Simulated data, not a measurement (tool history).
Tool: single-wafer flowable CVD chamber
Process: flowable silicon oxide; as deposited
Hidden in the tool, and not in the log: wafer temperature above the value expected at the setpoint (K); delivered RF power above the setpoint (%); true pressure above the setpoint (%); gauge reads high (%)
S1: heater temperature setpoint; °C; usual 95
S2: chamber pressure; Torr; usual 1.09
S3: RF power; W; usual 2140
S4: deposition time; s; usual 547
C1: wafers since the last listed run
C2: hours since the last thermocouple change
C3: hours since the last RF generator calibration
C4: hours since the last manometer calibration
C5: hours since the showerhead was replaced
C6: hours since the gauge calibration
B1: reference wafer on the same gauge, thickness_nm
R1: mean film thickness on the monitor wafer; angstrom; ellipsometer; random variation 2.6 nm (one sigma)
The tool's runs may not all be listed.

{"run": 1, "hour": 0.0, "S1": 95, "S2": 1.29, "S3": 2140, "S4": 547, "C1": 0, "C2": 935.4, "C3": 1872, "C4": 2322.4, "C5": 6429.1, "C6": 351.6, "B1": 568.573, "R1": 6768.1}
{"run": 2, "hour": 20.2, "S1": 95, "S2": 1.23, "S3": 2140, "S4": 547, "C1": 45, "C2": 955.6, "C3": 1892.2, "C4": 2342.6, "C5": 6449.3, "C6": 371.8, "B1": 569.049, "R1": 6421.09}
{"run": 3, "hour": 42.8, "S1": 95, "S2": 1.23, "S3": 2140, "S4": 547, "C1": 50, "C2": 978.2, "C3": 1914.8, "C4": 2365.2, "C5": 6471.9, "C6": 394.4, "B1": 569.188, "R1": 6509.69}
{"run": 4, "hour": 56.8, "S1": 95, "S2": 1.23, "S3": 2140, "S4": 547, "C1": 31, "C2": 992.2, "C3": 1928.8, "C4": 2379.2, "C5": 6485.9, "C6": 408.4, "B1": 568.932, "R1": 6459.87}
{"run": 5, "hour": 82.2, "S1": 95, "S2": 0.89, "S3": 2140, "S4": 547, "C1": 56, "C2": 1017.6, "C3": 1954.2, "C4": 2404.6, "C5": 6511.3, "C6": 433.8, "B1": 568.923, "R1": 4574.14}
{"run": 6, "hour": 103.4, "S1": 95, "S2": 1.09, "S3": 1865, "S4": 547, "C1": 47, "C2": 1038.8, "C3": 1975.4, "C4": 2425.8, "C5": 6532.5, "C6": 455, "B1": 569.411, "R1": 5547.17}
{"run": 7, "hour": 123.1, "S1": 95, "S2": 1.09, "S3": 1865, "S4": 547, "C1": 44, "C2": 1058.5, "C3": 1995.1, "C4": 2445.5, "C5": 6552.2, "C6": 474.7, "B1": 568.81, "R1": 5526.5}
{"run": 8, "hour": 155.2, "S1": 95, "S2": 1.09, "S3": 2140, "S4": 478, "C1": 71, "C2": 1090.6, "C3": 2027.2, "C4": 2477.6, "C5": 6584.3, "C6": 506.8, "B1": 568.732, "R1": 4980.23}
{"run": 9, "hour": 180.3, "S1": 95, "S2": 1.09, "S3": 2140, "S4": 478, "C1": 56, "C2": 1115.7, "C3": 2052.3, "C4": 2502.7, "C5": 6609.4, "C6": 531.9, "B1": 568.783, "R1": 4955.72}
{"run": 10, "hour": 204.6, "S1": 95, "S2": 1.09, "S3": 2285, "S4": 505, "C1": 54, "C2": 1140, "C3": 2076.6, "C4": 2527, "C5": 6633.7, "C6": 556.2, "B1": 568.454, "R1": 5276.54}
{"hour": 224.0, "done": "capacitance manometer re-zeroed and calibrated"}
{"run": 11, "hour": 224.5, "S1": 80, "S2": 0.92, "S3": 1855, "S4": 547, "C1": 26, "C2": 1159.9, "C3": 2096.5, "C4": 0.5, "C5": 6653.6, "C6": 576.1, "B1": 569.269, "R1": 8377.69}
{"run": 12, "hour": 254.4, "S1": 101, "S2": 1.31, "S3": 2380, "S4": 449, "C1": 66, "C2": 1189.8, "C3": 2126.4, "C4": 30.4, "C5": 6683.5, "C6": 606, "B1": 568.966, "R1": 4863.78}
{"hour": 268.4, "done": "gauge calibrated"}
{"run": 13, "hour": 283.3, "S1": 95, "S2": 1.09, "S3": 2140, "S4": 547, "C1": 64, "C2": 1218.7, "C3": 2155.3, "C4": 59.3, "C5": 6712.4, "C6": 14.9, "B1": 568.949, "R1": 6102.14}
{"run": 14, "hour": 302.9, "S1": 95, "S2": 0.86, "S3": 2140, "S4": 547, "C1": 43, "C2": 1238.3, "C3": 2174.9, "C4": 78.9, "C5": 6732, "C6": 34.5, "B1": 568.736, "R1": 4781.47}
{"hour": 313.7, "done": "showerhead replaced"}
{"run": 15, "hour": 338.2, "S1": 95, "S2": 1.09, "S3": 2290, "S4": 547, "C1": 61, "C2": 1273.6, "C3": 2210.2, "C4": 114.2, "C5": 24.5, "C6": 69.8, "B1": 568.247, "R1": 6082.75}
{"run": 16, "hour": 350.9, "S1": 80, "S2": 1.09, "S3": 2280, "S4": 547, "C1": 28, "C2": 1286.3, "C3": 2222.9, "C4": 126.9, "C5": 37.2, "C6": 82.5, "B1": 569.029, "R1": 10352.25}
{"run": 17, "hour": 365.7, "S1": 95, "S2": 1.09, "S3": 2140, "S4": 547, "C1": 33, "C2": 1301.1, "C3": 2237.7, "C4": 141.7, "C5": 52, "C6": 97.3, "B1": 569.371, "R1": 6069.86}
{"run": 18, "hour": 384.4, "S1": 95, "S2": 1.09, "S3": 1715, "S4": 547, "C1": 41, "C2": 1319.8, "C3": 2256.4, "C4": 160.4, "C5": 70.7, "C6": 116, "B1": 569.375, "R1": 5792.1}
{"hour": 399.5, "done": "thermocouple changed; heater temperature recalibrated"}
{"run": 19, "hour": 418.1, "S1": 83, "S2": 1.09, "S3": 1840, "S4": 547, "C1": 57, "C2": 18.6, "C3": 2290.1, "C4": 194.1, "C5": 104.4, "C6": 149.7, "B1": 569.041, "R1": 9029.06}
{"hour": 426.2, "done": "RF generator calibrated"}
{"run": 20, "hour": 446.9, "S1": 102, "S2": 0.97, "S3": 2140, "S4": 631, "C1": 46, "C2": 47.4, "C3": 20.7, "C4": 222.9, "C5": 133.2, "C6": 178.5, "B1": 569.426, "R1": 4762.91}
{"run": 21, "hour": 462.6, "S1": 83, "S2": 1.09, "S3": 1840, "S4": 547, "C1": 35, "C2": 63.1, "C3": 36.4, "C4": 238.6, "C5": 148.9, "C6": 194.2, "B1": 568.247, "R1": 9015.39}
{"run": 22, "hour": 484.7, "S1": 102, "S2": 0.82, "S3": 1965, "S4": 468, "C1": 49, "C2": 85.2, "C3": 58.5, "C4": 260.7, "C5": 171, "C6": 216.3, "B1": 569.597, "R1": 2885.62}
{"run": 23, "hour": 514.6, "S1": 95, "S2": 1.09, "S3": 2450, "S4": 547, "C1": 66, "C2": 115.1, "C3": 88.4, "C4": 290.6, "C5": 200.9, "C6": 246.2, "B1": 568.753, "R1": 6183.1}
{"run": 24, "hour": 528.3, "S1": 95, "S2": 1.09, "S3": 2140, "S4": 478, "C1": 30, "C2": 128.8, "C3": 102.1, "C4": 304.3, "C5": 214.6, "C6": 259.9, "B1": 568.918, "R1": 5273.64}
{"run": 25, "hour": 547.2, "S1": 95, "S2": 1.09, "S3": 2140, "S4": 547, "C1": 42, "C2": 147.7, "C3": 121, "C4": 323.2, "C5": 233.5, "C6": 278.8, "B1": 568.84, "R1": 6056.44}
{"run": 26, "hour": 576.0, "S1": 95, "S2": 1.34, "S3": 1715, "S4": 547, "C1": 64, "C2": 176.5, "C3": 149.8, "C4": 352, "C5": 262.3, "C6": 307.6, "B1": 568.924, "R1": 7059.97}
{"run": 27, "hour": 601.0, "S1": 95, "S2": 1.09, "S3": 2400, "S4": 547, "C1": 55, "C2": 201.5, "C3": 174.8, "C4": 377, "C5": 287.3, "C6": 332.6, "B1": 568.724, "R1": 6135.97}
{"run": 28, "hour": 626.7, "S1": 105, "S2": 0.9, "S3": 1770, "S4": 596, "C1": 57, "C2": 227.2, "C3": 200.5, "C4": 402.7, "C5": 313, "C6": 358.3, "B1": 569.241, "R1": 3535.5}
{"run": 29, "hour": 657.4, "S1": 95, "S2": 1.32, "S3": 2140, "S4": 483, "C1": 68, "C2": 257.9, "C3": 231.2, "C4": 433.4, "C5": 343.7, "C6": 389, "B1": 569.056, "R1": 6403.65}

Forecast each of these 3 alternatives for the next run:
{"run": "A", "hour": 658.0, "S1": 95, "S2": 1.09, "S3": 2140, "S4": 547, "C1": 1, "C2": 258.5, "C3": 231.8, "C4": 434, "C5": 344.3, "C6": 389.6, "B1": "?", "R1": "?"}
{"run": "B", "hour": 658.0, "S1": 82, "S2": 1.09, "S3": 2140, "S4": 468, "C1": 1, "C2": 258.5, "C3": 231.8, "C4": 434, "C5": 344.3, "C6": 389.6, "B1": "?", "R1": "?"}
{"run": "C", "hour": 658.0, "S1": 108, "S2": 1.09, "S3": 2140, "S4": 547, "C1": 1, "C2": 258.5, "C3": 231.8, "C4": 434, "C5": 344.3, "C6": 389.6, "B1": "?", "R1": "?"}

run=A B1=569.069 R1=5988.81
run=B B1=569.069 R1=8131.17
run=C B1=569.069 R1=3665.62
Without the tool's hidden state the same runs would have given:
run=A R1=6096.09
run=B R1=8276.83
run=C R1=3731.28
